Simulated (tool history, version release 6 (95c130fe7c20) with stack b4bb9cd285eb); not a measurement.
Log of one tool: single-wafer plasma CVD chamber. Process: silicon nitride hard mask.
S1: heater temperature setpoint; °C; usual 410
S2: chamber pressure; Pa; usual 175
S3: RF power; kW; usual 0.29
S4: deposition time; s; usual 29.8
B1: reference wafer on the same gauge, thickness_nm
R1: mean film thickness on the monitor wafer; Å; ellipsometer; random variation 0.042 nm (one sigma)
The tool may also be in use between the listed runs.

Run 1, day 0: usual settings but S1 400 °C; B1 23.291. Result: R1 269.6 Å.
Run 2, day 1.492: usual settings but S1 400 °C; B1 23.303. Result: R1 268.87 Å.
Run 3, day 4.404: usual settings; B1 23.298. Result: R1 268.45 Å.
Run 4, day 6.85: usual settings; B1 23.302. Result: R1 267.17 Å.
Run 5, day 9.212: usual settings but S2 161 Pa; B1 23.3. Result: R1 263.89 Å.
Run 6, day 11.167: usual settings but S2 161 Pa; B1 23.301. Result: R1 264.04 Å.
At day 11.633: RF generator calibrated.
Run 7, day 12.196: usual settings; B1 23.307. Result: R1 274.38 Å.
At day 13.829: capacitance manometer re-zeroed and calibrated.
Run 8, day 14.717: usual settings; B1 23.305. Result: R1 277.64 Å.
At day 16.092: thermocouple changed; heater temperature recalibrated.
Run 9, day 16.258: usual settings; B1 23.292. Result: R1 276.23 Å.
Run 10, day 17.758: usual settings; B1 23.298. Result: R1 275.46 Å.
At day 19.092: showerhead replaced.
Run 11, day 20.754: usual settings but S1 403 °C; B1 23.306. Result: R1 276.73 Å.
Run 12, day 22.983: usual settings but S1 425 °C; B1 23.301. Result: R1 274.9 Å.
Run 13, day 25.396: usual settings but S2 197 Pa, S4 34 s; B1 23.292. Result: R1 320.56 Å.
At day 26.738: gauge calibrated.
Run 14, day 27.354: usual settings; B1 23.301. Result: R1 274.9 Å.
Run 15, day 30.142: usual settings but S1 419 °C, S3 0.265 kW; B1 23.303. Result: R1 260.09 Å.
Run 16, day 31.417: usual settings; B1 23.3. Result: R1 275.14 Å.
Run 17, day 33.688: usual settings but S1 404 °C, S4 24.9 s; B1 23.286. Result: R1 230.19 Å.
Run 18, day 36.054: usual settings but S2 211 Pa; B1 23.295. Result: R1 283.2 Å.

Forecast each of these 5 alternatives for the next run:
Run A, day 36.071: usual settings; B1 ?. Result: R1 ?.
Run B, day 36.071: usual settings but S1 421 °C, S2 135 Pa, S3 0.27 kW, S4 28.2 s; B1 ?. Result: R1 ?.
Run C, day 36.071: usual settings but S1 420 °C, S2 145 Pa, S3 0.24 kW, S4 28.1 s; B1 ?. Result: R1 ?.
Run D, day 36.071: usual settings but S2 212 Pa, S4 34 s; B1 ?. Result: R1 ?.
Run E, day 36.071: usual settings but S1 396 °C, S2 189 Pa, S3 0.27 kW, S4 32.9 s; B1 ?. Result: R1 ?.

run    B1      R1
  A  23.3  274.05
  B  23.3  237.76
  C  23.3  224.48
  D  23.3  323.44
  E  23.3  296.38
Without the tool's hidden state the same runs would have given:
run      R1
  A  277.71
  B  241.04
  C  227.58
  D  327.74
  E  300.44
